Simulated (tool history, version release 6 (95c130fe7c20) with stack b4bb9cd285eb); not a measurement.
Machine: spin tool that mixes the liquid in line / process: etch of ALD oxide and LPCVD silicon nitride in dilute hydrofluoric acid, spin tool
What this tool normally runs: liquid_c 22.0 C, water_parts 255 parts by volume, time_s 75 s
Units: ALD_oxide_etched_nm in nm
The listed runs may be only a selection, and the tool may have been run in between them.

| run | hour | liquid_c | water_parts | time_s | read-back film thickness of the ALD oxide reference wafer, read on the same gauge (nm) | ALD_oxide_etched_nm |
|---|---|---|---|---|---|---|
| 1 | 0.0 | 22.0 | 255 | 75 | 120.01 | 6.14 |
| 2 | 49.8 | 22.0 | 255 | 75 | 119.97 | 6.07 |
| 3 | 102.6 | 22.0 | 255 | 75 | 120.02 | 6.07 |
| 4 | 163.1 | 22.0 | 255 | 75 | 119.99 | 6.02 |
| 5 | 219.1 | 22.0 | 255 | 75 | 120.00 | 6.04 |
| 6 | 260.3 | 22.0 | 255 | 75 | 120.00 | 6.13 |
| 7 | 324.2 | 22.0 | 255 | 75 | 120.00 | 6.05 |
| 8 | 369.0 | 22.0 | 200 | 75 | 119.99 | 8.21 |
|  | 406.4 | gauge calibrated |
| 9 | 468.6 | 22.0 | 200 | 75 | 120.01 | 8.23 |
| 10 | 536.9 | 22.0 | 200 | 75 | 119.99 | 8.33 |
| 11 | 587.7 | 22.0 | 255 | 75 | 120.02 | 6.28 |
| 12 | 637.2 | 17.5 | 330 | 75 | 119.99 | 3.76 |
|  | 685.0 | hydrofluoric acid flow meter replaced |
| 13 | 739.3 | 22.0 | 255 | 75 | 119.96 | 5.51 |
|  | 759.0 | thermometer replaced |
| 14 | 841.5 | 26.0 | 205 | 75 | 120.03 | 8.34 |
| 15 | 902.6 | 22.0 | 255 | 75 | 119.98 | 5.52 |
| 16 | 961.6 | 22.0 | 345 | 75 | 120.00 | 3.79 |
| 17 | 999.6 | 22.0 | 255 | 75 | 120.00 | 5.56 |
| 18 | 1101.7 | 23.5 | 255 | 60 | 119.99 | 4.74 |
| 19 | 1148.7 | 20.5 | 255 | 75 | 119.99 | 5.30 |
| 20 | 1205.5 | 20.5 | 255 | 55 | 120.00 | 3.91 |
| 21 | 1263.7 | 22.0 | 330 | 75 | 120.00 | 4.10 |
| 22 | 1366.7 | 26.5 | 360 | 75 | 119.99 | 4.21 |
| 23 | 1422.4 | 22.0 | 255 | 75 | 120.02 | 5.59 |
| 24 | 1525.7 | 26.5 | 255 | 75 | 120.01 | 6.77 |
| 25 | 1610.8 | 25.0 | 255 | 75 | 120.02 | 6.31 |

Run-by-run hidden state of the tool:
liquid hotter than its thermometer reads (K): 0, the same for each run
gauge reads high (%): 0, the same for each run
H1: hydrofluoric acid flow above the setpoint (%)
| run | H1 |
|---|---|
| 1 | 7.9 |
| 2 | 8.07 |
| 3 | 8.26 |
| 4 | 8.47 |
| 5 | 8.67 |
| 6 | 8.82 |
| 7 | 9.04 |
| 8 | 9.2 |
| 9 | 9.55 |
| 10 | 9.8 |
| 11 | 9.97 |
| 12 | 10.1 |
| 13 | 0.338 |
| 14 | 0.699 |
| 15 | 0.915 |
| 16 | 1.12 |
| 17 | 1.26 |
| 18 | 1.62 |
| 19 | 1.78 |
| 20 | 1.99 |
| 21 | 2.19 |
| 22 | 2.56 |
| 23 | 2.75 |
| 24 | 3.12 |
| 25 | 3.42 |

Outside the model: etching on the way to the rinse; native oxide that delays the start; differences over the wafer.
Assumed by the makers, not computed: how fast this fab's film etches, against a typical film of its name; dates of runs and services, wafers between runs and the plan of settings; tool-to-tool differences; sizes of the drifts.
